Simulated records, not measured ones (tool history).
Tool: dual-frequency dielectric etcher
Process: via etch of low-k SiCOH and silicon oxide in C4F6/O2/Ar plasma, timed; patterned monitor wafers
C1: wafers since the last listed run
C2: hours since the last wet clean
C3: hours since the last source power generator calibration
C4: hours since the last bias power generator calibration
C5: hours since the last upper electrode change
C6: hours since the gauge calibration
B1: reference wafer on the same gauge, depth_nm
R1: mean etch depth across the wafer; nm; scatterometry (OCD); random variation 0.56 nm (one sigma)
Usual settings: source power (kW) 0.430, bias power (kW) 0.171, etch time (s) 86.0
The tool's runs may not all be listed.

{"run": 1, "hour": 0.0, "source power (kW)": 0.43, "bias power (kW)": 0.195, "etch time (s)": 86.0, "C1": 0, "C2": 259.2, "C3": 2270.9, "C4": 4197.5, "C5": 3555.8, "C6": 289.0, "B1": 221.0, "R1": 247.2}
{"run": 2, "hour": 34.2, "source power (kW)": 0.43, "bias power (kW)": 0.195, "etch time (s)": 86.0, "C1": 433, "C2": 293.4, "C3": 2305.1, "C4": 4231.7, "C5": 3590.0, "C6": 323.2, "B1": 221.2, "R1": 246.5}
{"run": 3, "hour": 81.1, "source power (kW)": 0.43, "bias power (kW)": 0.171, "etch time (s)": 86.0, "C1": 594, "C2": 340.3, "C3": 2352.0, "C4": 4278.6, "C5": 3636.9, "C6": 370.1, "B1": 220.9, "R1": 238.2}
{"run": 4, "hour": 107.3, "source power (kW)": 0.43, "bias power (kW)": 0.171, "etch time (s)": 86.0, "C1": 331, "C2": 366.5, "C3": 2378.2, "C4": 4304.8, "C5": 3663.1, "C6": 396.3, "B1": 221.0, "R1": 237.9}
{"run": 5, "hour": 156.4, "source power (kW)": 0.43, "bias power (kW)": 0.171, "etch time (s)": 86.0, "C1": 622, "C2": 415.6, "C3": 2427.3, "C4": 4353.9, "C5": 3712.2, "C6": 445.4, "B1": 221.1, "R1": 237.2}
{"hour": 193.7, "done": "wet clean of the chamber"}
{"run": 6, "hour": 205.0, "source power (kW)": 0.4, "bias power (kW)": 0.143, "etch time (s)": 86.0, "C1": 311, "C2": 11.3, "C3": 2475.9, "C4": 4402.5, "C5": 3760.8, "C6": 494.0, "B1": 220.9, "R1": 224.5}
{"run": 7, "hour": 244.1, "source power (kW)": 0.43, "bias power (kW)": 0.171, "etch time (s)": 86.0, "C1": 495, "C2": 50.4, "C3": 2515.0, "C4": 4441.6, "C5": 3799.9, "C6": 533.1, "B1": 220.9, "R1": 241.4}
{"hour": 295.6, "done": "upper electrode replaced"}
{"run": 8, "hour": 312.8, "source power (kW)": 0.47, "bias power (kW)": 0.156, "etch time (s)": 104.5, "C1": 566, "C2": 119.1, "C3": 2583.7, "C4": 4510.3, "C5": 17.2, "C6": 601.8, "B1": 220.9, "R1": 300.2}
{"hour": 320.1, "done": "gauge calibrated"}
{"run": 9, "hour": 343.7, "source power (kW)": 0.39, "bias power (kW)": 0.15, "etch time (s)": 60.5, "C1": 391, "C2": 150.0, "C3": 2614.6, "C4": 4541.2, "C5": 48.1, "C6": 23.6, "B1": 220.9, "R1": 156.7}
{"hour": 360.0, "done": "bias power generator calibrated"}
{"run": 10, "hour": 368.6, "source power (kW)": 0.34, "bias power (kW)": 0.131, "etch time (s)": 98.5, "C1": 264, "C2": 174.9, "C3": 2639.5, "C4": 8.6, "C5": 73.0, "C6": 48.5, "B1": 221.0, "R1": 229.3}

The next listed run, before its measurement:
{"run": 11, "hour": 405.9, "source power (kW)": 0.43, "bias power (kW)": 0.171, "etch time (s)": 86.0, "C1": 472, "C2": 212.2, "C3": 2676.8, "C4": 45.9, "C5": 110.3, "C6": 85.8, "B1": "?", "R1": "?"}

B1: 221.2
R1: 239.3 nm
Without the tool's hidden state the same run would have given R1 241.7 nm.

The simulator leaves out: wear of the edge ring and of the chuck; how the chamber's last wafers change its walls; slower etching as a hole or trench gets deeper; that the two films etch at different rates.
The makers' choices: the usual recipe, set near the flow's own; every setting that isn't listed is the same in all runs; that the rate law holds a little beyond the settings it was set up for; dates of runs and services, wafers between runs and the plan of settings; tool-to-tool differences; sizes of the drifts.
